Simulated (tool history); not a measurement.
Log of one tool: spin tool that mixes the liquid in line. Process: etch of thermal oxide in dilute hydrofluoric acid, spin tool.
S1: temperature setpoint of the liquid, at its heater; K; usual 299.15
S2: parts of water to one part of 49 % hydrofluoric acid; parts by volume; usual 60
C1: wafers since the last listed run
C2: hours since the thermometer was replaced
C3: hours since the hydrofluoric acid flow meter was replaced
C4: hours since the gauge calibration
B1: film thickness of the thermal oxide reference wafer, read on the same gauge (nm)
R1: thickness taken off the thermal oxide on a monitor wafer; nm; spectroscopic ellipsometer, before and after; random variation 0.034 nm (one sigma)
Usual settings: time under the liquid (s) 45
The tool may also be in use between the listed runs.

{"run": 1, "hour": 0.0, "S1": 299.15, "S2": 60, "time under the liquid (s)": 45, "C1": 0, "C2": 1583.1, "C3": 1208.3, "C4": 589.5, "B1": 109.996, "R1": 3.781}
{"hour": 6.4, "done": "gauge calibrated"}
{"run": 2, "hour": 103.6, "S1": 299.15, "S2": 60, "time under the liquid (s)": 45, "C1": 1236, "C2": 1686.7, "C3": 1311.9, "C4": 97.2, "B1": 110.003, "R1": 3.799}
{"run": 3, "hour": 147.6, "S1": 299.15, "S2": 60, "time under the liquid (s)": 45, "C1": 525, "C2": 1730.7, "C3": 1355.9, "C4": 141.2, "B1": 109.981, "R1": 3.776}
{"run": 4, "hour": 243.5, "S1": 299.15, "S2": 60, "time under the liquid (s)": 45, "C1": 1144, "C2": 1826.6, "C3": 1451.8, "C4": 237.1, "B1": 110.011, "R1": 3.716}
{"run": 5, "hour": 343.5, "S1": 299.15, "S2": 60, "time under the liquid (s)": 45, "C1": 1193, "C2": 1926.6, "C3": 1551.8, "C4": 337.1, "B1": 109.983, "R1": 3.756}
{"run": 6, "hour": 434.9, "S1": 299.15, "S2": 60, "time under the liquid (s)": 45, "C1": 1091, "C2": 2018.0, "C3": 1643.2, "C4": 428.5, "B1": 110.018, "R1": 3.705}
{"hour": 450.9, "done": "thermometer replaced"}
{"run": 7, "hour": 484.0, "S1": 299.15, "S2": 60, "time under the liquid (s)": 45, "C1": 574, "C2": 33.1, "C3": 1692.3, "C4": 477.6, "B1": 109.994, "R1": 3.706}
{"hour": 573.4, "done": "hydrofluoric acid flow meter replaced"}
{"run": 8, "hour": 577.4, "S1": 299.15, "S2": 45, "time under the liquid (s)": 45, "C1": 1102, "C2": 126.5, "C3": 4.0, "C4": 571.0, "B1": 110.011, "R1": 5.509}
{"run": 9, "hour": 635.4, "S1": 299.15, "S2": 60, "time under the liquid (s)": 45, "C1": 692, "C2": 184.5, "C3": 62.0, "C4": 629.0, "B1": 109.993, "R1": 4.058}
{"run": 10, "hour": 715.9, "S1": 302.15, "S2": 50, "time under the liquid (s)": 20, "C1": 960, "C2": 265.0, "C3": 142.5, "C4": 709.5, "B1": 110.003, "R1": 2.437}
{"hour": 758.1, "done": "gauge calibrated"}
{"run": 11, "hour": 808.2, "S1": 295.15, "S2": 85, "time under the liquid (s)": 60, "C1": 1101, "C2": 357.3, "C3": 234.8, "C4": 50.1, "B1": 110.013, "R1": 3.139}
{"run": 12, "hour": 857.2, "S1": 295.65, "S2": 35, "time under the liquid (s)": 55, "C1": 584, "C2": 406.3, "C3": 283.8, "C4": 99.1, "B1": 109.997, "R1": 7.557}
{"run": 13, "hour": 921.5, "S1": 295.65, "S2": 45, "time under the liquid (s)": 70, "C1": 767, "C2": 470.6, "C3": 348.1, "C4": 163.4, "B1": 109.998, "R1": 7.311}
{"run": 14, "hour": 972.0, "S1": 302.15, "S2": 60, "time under the liquid (s)": 25, "C1": 602, "C2": 521.1, "C3": 398.6, "C4": 213.9, "B1": 110.018, "R1": 2.528}
{"run": 15, "hour": 1043.8, "S1": 299.15, "S2": 45, "time under the liquid (s)": 35, "C1": 857, "C2": 592.9, "C3": 470.4, "C4": 285.7, "B1": 110.014, "R1": 4.22}
{"run": 16, "hour": 1101.5, "S1": 299.15, "S2": 60, "time under the liquid (s)": 45, "C1": 688, "C2": 650.6, "C3": 528.1, "C4": 343.4, "B1": 110.007, "R1": 3.956}

Forecast each of these 4 alternatives for the next run:
{"run": "A", "hour": 1101.9, "S1": 299.15, "S2": 60, "time under the liquid (s)": 20, "C1": 4, "C2": 651.0, "C3": 528.5, "C4": 343.8, "B1": "?", "R1": "?"}
{"run": "B", "hour": 1101.9, "S1": 299.15, "S2": 60, "time under the liquid (s)": 25, "C1": 4, "C2": 651.0, "C3": 528.5, "C4": 343.8, "B1": "?", "R1": "?"}
{"run": "C", "hour": 1101.9, "S1": 299.15, "S2": 85, "time under the liquid (s)": 45, "C1": 4, "C2": 651.0, "C3": 528.5, "C4": 343.8, "B1": "?", "R1": "?"}
{"run": "D", "hour": 1101.9, "S1": 297.65, "S2": 60, "time under the liquid (s)": 25, "C1": 4, "C2": 651.0, "C3": 528.5, "C4": 343.8, "B1": "?", "R1": "?"}

run=A B1=109.998 R1=1.755
run=B B1=109.998 R1=2.194
run=C B1=109.998 R1=2.692
run=D B1=109.998 R1=2.065
Without the tool's hidden state the same runs would have given:
run=A R1=1.836
run=B R1=2.296
run=C R1=2.820
run=D R1=2.160

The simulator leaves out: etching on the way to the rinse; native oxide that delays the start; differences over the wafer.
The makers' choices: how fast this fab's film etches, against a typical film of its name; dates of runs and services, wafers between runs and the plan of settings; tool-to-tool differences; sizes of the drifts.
